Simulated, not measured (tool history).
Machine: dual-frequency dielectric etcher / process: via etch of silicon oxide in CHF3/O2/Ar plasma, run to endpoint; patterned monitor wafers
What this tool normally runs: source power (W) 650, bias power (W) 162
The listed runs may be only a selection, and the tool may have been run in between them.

run	hour	source power (W)	bias power (W)	incoming incoming film thickness, nm	endpoint time (s)
1	0.0	650	162	727.0	357.7
2	48.8	650	162	722.4	358.3
3	106.6	650	162	724.4	357.3
4	323.3	560	148	714.2	396.9
5	425.2	560	148	722.5	400.7
# hour 459.6: wet clean of the chamber
6	494.2	560	148	726.6	409.6
7	555.1	650	162	731.3	360.3
8	618.6	650	162	720.5	354.8
9	670.5	650	162	722.4	356.9
10	740.5	650	162	728.1	359.4
# hour 895.9: wet clean of the chamber
11	904.6	650	162	723.2	358.1
12	964.6	650	162	727.3	361.8
13	1002.1	650	135	722.0	389.9
14	1040.8	730	146	724.5	349.4
15	1077.5	650	162	724.2	357.7
16	1183.2	760	179	729.6	311.6
# hour 1230.0: bias power generator calibrated
# hour 1234.0: upper electrode replaced
17	1270.3	740	162	725.2	328.0
# hour 1281.6: source power generator calibrated
18	1313.3	650	145	721.7	370.6
# hour 1366.9: wet clean of the chamber
19	1403.9	550	162	724.2	395.4
20	1490.0	580	200	725.0	346.9
21	1549.9	650	129	726.4	398.2
22	1834.6	750	126	721.7	366.1
# hour 1915.1: wet clean of the chamber
23	2122.6	730	162	720.2	330.5
24	2180.6	590	199	732.3	344.7
25	2270.5	650	162	717.1	349.8
# hour 2374.9: wet clean of the chamber
26	2375.4	650	162	722.6	356.3
27	2435.6	650	162	720.6	358.3

Consider 4 possible next runs. They are alternatives, not a sequence: every one starts from the tool as it was left by run 27. What does each give?
A	2436.1	650	162	725.4	?
B	2436.1	490	197	725.4	?
C	2436.1	700	195	725.4	?
D	2436.1	530	146	725.4	?

run	endpoint time (s)
A	357.8
B	389.1
C	315.3
D	425.8
With no hidden state in the tool, these same runs would have given:
run	endpoint time (s)
A	358.0
B	389.3
C	315.5
D	426.0
